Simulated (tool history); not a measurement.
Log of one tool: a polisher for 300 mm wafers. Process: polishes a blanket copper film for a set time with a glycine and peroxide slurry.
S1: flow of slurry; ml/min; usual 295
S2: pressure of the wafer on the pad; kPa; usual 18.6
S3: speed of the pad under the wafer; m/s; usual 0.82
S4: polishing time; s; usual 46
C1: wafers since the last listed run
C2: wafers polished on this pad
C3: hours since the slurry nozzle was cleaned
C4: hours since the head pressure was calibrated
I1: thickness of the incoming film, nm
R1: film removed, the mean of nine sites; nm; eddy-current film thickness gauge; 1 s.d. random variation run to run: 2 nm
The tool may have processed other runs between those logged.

run 1 hour=0 | S1=295 S2=18.6 S3=0.82 S4=46 | C1=0 C2=2230 C3=142 C4=402.4 | I1=1821.7 | R1=193.6
run 2 hour=59.2 | S1=295 S2=18.6 S3=0.82 S4=46 | C1=691 C2=2922 C3=201.2 C4=461.6 | I1=1782.9 | R1=192
run 3 hour=99.3 | S1=295 S2=18.6 S3=0.82 S4=46 | C1=468 C2=3390 C3=241.3 C4=501.7 | I1=1813.8 | R1=192
-- hour=107.9 worn pad replaced by a new one
run 4 hour=132.8 | S1=295 S2=18.6 S3=0.82 S4=46 | C1=344 C2=290 C3=274.8 C4=535.2 | I1=1801.8 | R1=192
run 5 hour=170.8 | S1=295 S2=18.6 S3=0.82 S4=46 | C1=443 C2=734 C3=312.8 C4=573.2 | I1=1816.9 | R1=193
run 6 hour=260.1 | S1=295 S2=18.6 S3=0.82 S4=46 | C1=1042 C2=1776 C3=402.1 C4=662.5 | I1=1785 | R1=189.8
-- hour=319.4 head pressure recalibrated
run 7 hour=319.9 | S1=295 S2=18.6 S3=0.82 S4=46 | C1=675 C2=2451 C3=461.9 C4=0.5 | I1=1812.4 | R1=188.5
run 8 hour=385.8 | S1=295 S2=18.6 S3=0.82 S4=46 | C1=769 C2=3221 C3=527.8 C4=66.4 | I1=1755.8 | R1=192.8
-- hour=412.3 worn pad replaced by a new one
run 9 hour=440.5 | S1=295 S2=18.6 S3=0.82 S4=46 | C1=592 C2=328 C3=582.5 C4=121.1 | I1=1794.2 | R1=191
run 10 hour=471 | S1=295 S2=18.6 S3=0.82 S4=46 | C1=356 C2=685 C3=613 C4=151.6 | I1=1781.1 | R1=192.9
-- hour=518 slurry nozzle cleaned
run 11 hour=520.8 | S1=295 S2=18.6 S3=0.82 S4=46 | C1=569 C2=1254 C3=2.8 C4=201.4 | I1=1787.7 | R1=193.3
run 12 hour=587.1 | S1=295 S2=24.1 S3=0.82 S4=50 | C1=774 C2=2029 C3=69.1 C4=267.7 | I1=1785 | R1=258.6
-- hour=718.5 worn pad replaced by a new one
run 13 hour=753.6 | S1=295 S2=18.6 S3=0.82 S4=46 | C1=1897 C2=410 C3=235.6 C4=434.2 | I1=1808.1 | R1=194.8
run 14 hour=809.6 | S1=380 S2=13.8 S3=0.54 S4=61 | C1=653 C2=1064 C3=291.6 C4=490.2 | I1=1806 | R1=153.4
run 15 hour=857.6 | S1=390 S2=18.6 S3=0.82 S4=46 | C1=560 C2=1624 C3=339.6 C4=538.2 | I1=1773 | R1=194.8
run 16 hour=901.8 | S1=335 S2=23.4 S3=0.82 S4=46 | C1=516 C2=2140 C3=383.8 C4=582.4 | I1=1776.6 | R1=233.9
run 17 hour=926.1 | S1=225 S2=22.1 S3=0.9 S4=46 | C1=283 C2=2424 C3=408.1 C4=606.7 | I1=1776.7 | R1=228.7
-- hour=961 worn pad replaced by a new one
run 18 hour=984.5 | S1=240 S2=18.6 S3=0.82 S4=46 | C1=635 C2=274 C3=466.5 C4=665.1 | I1=1754.1 | R1=188.4
run 19 hour=1050.5 | S1=295 S2=18.6 S3=0.82 S4=46 | C1=770 C2=1045 C3=532.5 C4=731.1 | I1=1761.8 | R1=189.4
-- hour=1073.6 head pressure recalibrated
-- hour=1144.1 slurry nozzle cleaned
run 20 hour=1250.2 | S1=385 S2=14.5 S3=0.92 S4=46 | C1=2297 C2=3342 C3=106.1 C4=176.6 | I1=1766.3 | R1=176.4
-- hour=1265.6 worn pad replaced by a new one
run 21 hour=1299.2 | S1=235 S2=15.9 S3=0.82 S4=46 | C1=525 C2=392 C3=155.1 C4=225.6 | I1=1776.6 | R1=168.1
run 22 hour=1362.4 | S1=295 S2=18.6 S3=0.82 S4=54 | C1=738 C2=1130 C3=218.3 C4=288.8 | I1=1788.9 | R1=222.5

What if the next run were any one of these 3? Each begins from the tool's condition after run 22:
run A hour=1362.8 | S1=295 S2=18.6 S3=0.82 S4=46 | C1=4 C2=1134 C3=218.7 C4=289.2 | I1=1773.1 | R1=?
run B hour=1362.8 | S1=355 S2=18.6 S3=0.56 S4=46 | C1=4 C2=1134 C3=218.7 C4=289.2 | I1=1773.1 | R1=?
run C hour=1362.8 | S1=255 S2=20 S3=0.7 S4=46 | C1=4 C2=1134 C3=218.7 C4=289.2 | I1=1773.1 | R1=?

run=A R1=190.7
run=B R1=144.4
run=C R1=176.8
The same runs, with their run-to-run variation unchanged, on a tool lacking any hidden condition would have given:
run=A R1=190.7
run=B R1=144.4
run=C R1=176.8
